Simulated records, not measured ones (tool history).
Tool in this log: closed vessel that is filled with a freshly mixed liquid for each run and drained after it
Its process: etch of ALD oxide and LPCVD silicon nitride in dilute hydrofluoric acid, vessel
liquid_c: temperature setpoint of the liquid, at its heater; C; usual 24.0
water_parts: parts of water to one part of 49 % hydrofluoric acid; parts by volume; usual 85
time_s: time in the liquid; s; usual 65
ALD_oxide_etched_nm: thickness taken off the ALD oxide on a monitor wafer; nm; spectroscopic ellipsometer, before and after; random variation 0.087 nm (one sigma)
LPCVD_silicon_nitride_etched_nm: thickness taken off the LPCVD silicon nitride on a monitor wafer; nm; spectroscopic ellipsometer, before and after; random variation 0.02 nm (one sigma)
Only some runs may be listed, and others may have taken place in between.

run,hour,liquid_c,water_parts,time_s,wafers since the last listed run,hours since the thermometer was replaced,hours since the hydrofluoric acid flow meter was replaced,hours since the gauge calibration,"read-back film thickness of the ALD oxide reference wafer, read on the same gauge (nm)","read-back film thickness of the LPCVD silicon nitride reference wafer, read on the same gauge (nm)",ALD_oxide_etched_nm,LPCVD_silicon_nitride_etched_nm
1,0.0,24.0,110,65,0,128.3,815.3,3558.0,119.94,130.014,9.16,0.285
2,101.5,26.5,85,65,6320,229.8,916.8,3659.5,120.02,130.019,13.37,0.500
3,143.4,26.5,85,65,2609,271.7,958.7,3701.4,119.93,130.005,13.47,0.539
4,197.3,24.0,85,65,3356,325.6,1012.6,3755.3,120.00,130.002,11.96,0.448
5,251.0,24.0,85,65,3343,379.3,1066.3,3809.0,119.97,130.033,11.91,0.399
# hour 326.2: hydrofluoric acid flow meter replaced
6,336.9,24.0,85,65,5286,465.2,10.7,3894.9,120.02,130.019,11.26,0.395
# hour 344.5: gauge calibrated
7,386.5,25.5,100,80,3088,514.8,60.3,42.0,119.98,130.014,12.51,0.417
8,459.9,22.5,60,65,4570,588.2,133.7,115.4,120.04,130.030,15.64,0.506
9,510.3,24.0,85,105,3138,638.6,184.1,165.8,120.00,129.992,18.09,0.653
10,566.1,20.0,50,35,3474,694.4,239.9,221.6,119.99,130.031,9.15,0.268
11,637.2,24.0,45,65,4427,765.5,311.0,292.7,119.96,129.964,22.30,0.699
12,703.5,24.0,55,65,4128,831.8,377.3,359.0,119.98,129.981,18.10,0.550
13,1025.8,24.0,100,45,20070,1154.1,699.6,681.3,120.01,129.997,6.44,0.214
# hour 1080.8: thermometer replaced
14,1089.3,26.5,85,75,3891,8.5,763.1,744.8,119.99,129.968,15.69,0.573
15,1161.6,22.5,85,65,4502,80.8,835.4,817.1,120.07,130.008,11.40,0.371
16,1265.6,24.0,60,65,6476,184.8,939.4,921.1,119.93,130.009,17.57,0.619
17,1365.8,24.0,85,65,6239,285.0,1039.6,1021.3,119.97,129.996,12.12,0.442
18,1407.9,24.0,85,65,2621,327.1,1081.7,1063.4,120.07,130.006,12.01,0.416
19,1498.9,21.0,120,40,5666,418.1,1172.7,1154.4,119.98,129.982,4.44,0.145
# hour 1537.3: hydrofluoric acid flow meter replaced
20,1606.0,28.5,65,95,6607,525.2,68.7,1261.5,120.00,129.992,27.20,1.063
21,1645.0,24.0,110,35,2428,564.2,107.7,1300.5,120.07,130.019,4.62,0.165
22,1709.4,24.0,50,40,4010,628.6,172.1,1364.9,120.00,129.984,12.45,0.394
23,1765.1,28.5,65,100,3468,684.3,227.8,1420.6,119.99,130.005,27.97,0.995
24,1839.0,20.5,75,30,4601,758.2,301.7,1494.5,120.00,129.979,5.25,0.169
25,1882.0,22.5,65,65,2677,801.2,344.7,1537.5,120.02,129.970,14.19,0.429
26,1937.6,24.0,85,65,3462,856.8,400.3,1593.1,120.02,129.971,11.23,0.379

For some of the steps in ALD_oxide_etched_nm from one run to the next: how much would appear even if the tool had no hidden state, given the settings, what came in and random variation, and how much remains for the hidden state plus any gauge scatter that the measured result and the result without hidden state don't share?
Unlogged tool condition in this case: liquid colder than its thermometer reads (K); hydrofluoric acid flow above the setpoint (%); gauge reads high (%).
Run 13 -> 14: liquid_c 24.0 -> 26.5, water_parts 100 -> 85, time_s 45 -> 75, thermometer replaced. ALD_oxide_etched_nm +9.25 nm: hidden state +0.85, all else +8.40.
Run 19 -> 20: liquid_c 21.0 -> 28.5, water_parts 120 -> 65, time_s 40 -> 95, hydrofluoric acid flow meter replaced. ALD_oxide_etched_nm +22.76 nm: hidden state -1.00, all else +23.76.
Run 23 -> 24: liquid_c 28.5 -> 20.5, water_parts 65 -> 75, time_s 100 -> 30. ALD_oxide_etched_nm -22.72 nm: hidden state +0.84, all else -23.56.

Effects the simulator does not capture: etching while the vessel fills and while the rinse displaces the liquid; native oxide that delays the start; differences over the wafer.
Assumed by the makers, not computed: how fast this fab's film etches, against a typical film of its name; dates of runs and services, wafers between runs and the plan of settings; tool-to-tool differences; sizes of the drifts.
